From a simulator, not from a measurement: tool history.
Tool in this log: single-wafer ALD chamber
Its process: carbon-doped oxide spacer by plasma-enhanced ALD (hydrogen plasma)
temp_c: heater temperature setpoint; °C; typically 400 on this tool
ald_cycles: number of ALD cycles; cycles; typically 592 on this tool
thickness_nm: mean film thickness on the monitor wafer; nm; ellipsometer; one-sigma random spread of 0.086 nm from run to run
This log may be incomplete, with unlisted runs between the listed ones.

run   hour  temp_c  ald_cycles  read-back reference wafer on the same gauge, thickness_nm  thickness_nm
  1      0     400         592                                                     28.932        34.232
  2      6     400         592                                                     28.934        34.121
  3   13.8     400         592                                                     28.921         34.33
  4   26.6     400         592                                                     28.911        34.132
  5   43.1     400         592                                                     28.886        34.206
  6   74.5     400         592                                                     28.859        34.093
  7   90.7     400         662                                                     28.844        38.064
  8  101.9     400         592                                                     28.822        33.947
  9  113.2     400         592                                                     28.815        34.005
 10  126.9     400         592                                                       28.8        33.946
 11  136.7     400         592                                                     28.799        34.139
 12  144.8     400         592                                                      28.77        33.951
 13  162.3     390         622                                                      28.75        35.636
 14  177.9     400         528                                                      28.74        30.213
 15  190.2     400         592                                                      28.73        33.999
 16  201.8     400         592                                                     28.688        33.871
 17  209.5     400         592                                                     28.672          33.8
 18  221.5     400         592                                                     28.661        33.866
 19  228.5     400         592                                                     28.659        33.737
 20  241.5     400         483                                                     28.622        27.545
 21  251.7     400         483                                                     28.631        27.538
 22  262.8     410         558                                                     28.598        30.825
 23  274.5     385         477                                                      28.56        27.281
     285.7  -- gauge calibrated
 24  289.3     386         533                                                     29.034        30.771
 25  303.5     400         592                                                      29.04        34.233
     318.6  -- thermocouple changed; heater temperature recalibrated
 26  319.1     400         592                                                     29.032        34.267
 27  328.4     400         592                                                     29.046        34.382
 28  339.1     400         559                                                     29.026        32.409
 29  356.2     413         676                                                     29.022        37.791
 30  406.7     394         494                                                     28.997        28.515
 31  421.6     400         592                                                     29.016        34.293
 32  428.8     392         592                                                     28.981        34.156
 33  482.6     387         497                                                     28.964        28.613
 34    489     414         528                                                     28.955         29.35
 35  506.3     393         702                                                      28.95         40.51
 36  522.5     400         592                                                      28.92        33.999
 37  528.7     386         533                                                     28.933        30.837

Alternative continuations, all from the tool just after run 37; predict every row:
  A   530     400         492                                                          ?             ?
  B   530     391         519                                                          ?             ?
  C   530     400         631                                                          ?             ?
  D   530     400         646                                                          ?             ?
  E   530     386         592                                                          ?             ?

run  read-back reference wafer on the same gauge, thickness_nm  thickness_nm
  A                                                     28.924        28.379
  B                                                     28.924        29.936
  C                                                     28.924        36.397
  D                                                     28.924        37.262
  E                                                     28.924        34.147
Without the tool's hidden state the same runs would have given:
run  thickness_nm
  A        28.453
  B        30.014
  C        36.492
  D        37.359
  E        34.236
